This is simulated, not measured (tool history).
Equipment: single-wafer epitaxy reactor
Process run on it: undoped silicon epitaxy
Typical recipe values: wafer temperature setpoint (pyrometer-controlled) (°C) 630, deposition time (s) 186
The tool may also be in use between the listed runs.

run    hour  wafer temperature setpoint (pyrometer-controlled) (°C)  deposition time (s)  read-back reference wafer on the same gauge, thickness_nm  mean film thickness on the monitor wafer (angstrom)
  1       0                                                     630                  186                                                     16.185                                                188.3
  2    49.2                                                     630                  186                                                     16.191                                               187.77
      154.2  -- pyrometer calibrated
  3   157.1                                                     630                  186                                                     16.196                                               185.12
  4     225                                                     630                  186                                                     16.198                                               185.43
  5   289.4                                                     630                  186                                                     16.191                                               186.06
  6   328.5                                                     630                  186                                                     16.206                                               185.97
  7   370.5                                                     630                  186                                                     16.186                                               186.45
  8   471.6                                                     630                  186                                                     16.191                                               186.06
  9   556.2                                                     630                  201                                                     16.194                                                203.1
 10   620.4                                                     630                  201                                                     16.204                                               201.54
 11   721.8                                                     630                  186                                                     16.173                                               187.34
 12   764.5                                                     630                  186                                                     16.203                                               188.13
 13     868                                                     630                  186                                                     16.194                                               186.11
 14   926.6                                                     623                  186                                                     16.202                                               156.51
 15   969.8                                                     623                  186                                                     16.199                                               156.61
 16  1136.7                                                     623                  186                                                     16.207                                                156.6
 17  1177.6                                                     630                  186                                                     16.184                                               187.07
 18  1265.4                                                     630                  186                                                     16.198                                               188.35
 19    1331                                                     637                  208                                                     16.225                                               250.85
     1420.1  -- gauge calibrated
 20  1432.8                                                     630                  186                                                     16.202                                               188.08
 21  1539.4                                                     644                  186                                                     16.184                                               268.65
 22  1617.8                                                     645                  201                                                     16.198                                               297.02
 23  1678.6                                                     624                  186                                                     16.207                                               160.28
 24  1765.5                                                     625                  155                                                     16.195                                               137.87
 25  1862.7                                                     630                  216                                                     16.219                                               218.81
 26  1932.5                                                     630                  186                                                     16.212                                               187.42
     1959.2  -- pyrometer calibrated
 27  2007.5                                                     630                  186                                                       16.2                                               185.17
 28  2104.5                                                     638                  196                                                     16.218                                               242.22
 29  2165.4                                                     625                  209                                                     16.185                                               182.42
 30    2264                                                     640                  186                                                     16.181                                               240.84
 31  2362.1                                                     630                  186                                                      16.19                                               187.86
 32  2423.9                                                     622                  201                                                     16.185                                               164.16
 33  2496.1                                                     624                  167                                                     16.217                                               144.53
 34  2534.3                                                     630                  186                                                     16.207                                               187.26

3 options for the next run, each taken on its own from the tool as it stands now. Forecast them:
  A  2534.8                                                     630                  186                                                          ?                                                    ?
  B  2534.8                                                     635                  213                                                          ?                                                    ?
  C  2534.8                                                     616                  152                                                          ?                                                    ?

run  read-back reference wafer on the same gauge, thickness_nm  mean film thickness on the monitor wafer (angstrom)
  A                                                     16.201                                                  187
  B                                                     16.201                                               243.59
  C                                                     16.201                                               105.62
With no hidden state in the tool, these same runs would have given:
run  mean film thickness on the monitor wafer (angstrom)
  A                                               184.99
  B                                               240.99
  C                                               104.44
